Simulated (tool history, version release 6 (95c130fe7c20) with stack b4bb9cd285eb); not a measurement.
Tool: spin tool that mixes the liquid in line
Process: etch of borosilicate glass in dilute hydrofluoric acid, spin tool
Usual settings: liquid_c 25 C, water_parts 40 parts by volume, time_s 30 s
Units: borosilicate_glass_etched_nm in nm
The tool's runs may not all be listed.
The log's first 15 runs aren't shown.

| run | hour | liquid_c | water_parts | time_s | read-back film thickness of the borosilicate glass reference wafer, read on the same gauge (nm) | borosilicate_glass_etched_nm |
|---|---|---|---|---|---|---|
| 16 | 1371 | 25 | 60 | 40 | 59.97 | 28.21 |
| 17 | 1443.1 | 25 | 55 | 30 | 59.95 | 23.21 |
| 18 | 1514.6 | 25 | 40 | 30 | 60 | 33.28 |
| 19 | 1559.6 | 27.5 | 20 | 35 | 60.01 | 88.25 |
| 20 | 1605.6 | 29.5 | 20 | 40 | 59.98 | 109.88 |
| 21 | 1707.3 | 20 | 30 | 20 | 59.94 | 24.49 |
| 22 | 1769.1 | 25 | 40 | 30 | 59.99 | 33.27 |
| 23 | 1818.4 | 25 | 40 | 30 | 60.02 | 33.67 |
| 24 | 1880.6 | 25 | 40 | 15 | 59.99 | 17.14 |
| 25 | 1937 | 25 | 40 | 30 | 59.97 | 34.13 |
| 26 | 2008.4 | 25 | 40 | 20 | 60.01 | 22.47 |
| 27 | 2095.9 | 25 | 40 | 30 | 60.03 | 33.64 |
| 28 | 2196.9 | 20 | 30 | 30 | 60.01 | 37.57 |
| 29 | 2304 | 25 | 40 | 30 | 60.04 | 33.84 |
| 30 | 2370.9 | 20 | 55 | 40 | 60 | 27.08 |
| 31 | 2434.8 | 27.5 | 35 | 25 | 60.03 | 36.19 |
| 32 | 2542 | 29.5 | 35 | 40 | 60.03 | 63.12 |

5 ways to go on from here, each from the tool as it stands after run 32. What would each give?
| A | 2542.4 | 27.5 | 40 | 30 | ? | ? |
| B | 2542.4 | 29 | 40 | 25 | ? | ? |
| C | 2542.4 | 20.5 | 40 | 30 | ? | ? |
| D | 2542.4 | 29 | 30 | 40 | ? | ? |
| E | 2542.4 | 29 | 40 | 30 | ? | ? |

| run | read-back film thickness of the borosilicate glass reference wafer, read on the same gauge (nm) | borosilicate_glass_etched_nm |
|---|---|---|
| A | 60.01 | 38.55 |
| B | 60.01 | 34.07 |
| C | 60.01 | 29.03 |
| D | 60.01 | 73.96 |
| E | 60.01 | 40.88 |
Without the tool's hidden state the same runs would have given:
| run | borosilicate_glass_etched_nm |
|---|---|
| A | 36.58 |
| B | 32.38 |
| C | 27.36 |
| D | 70.13 |
| E | 38.85 |
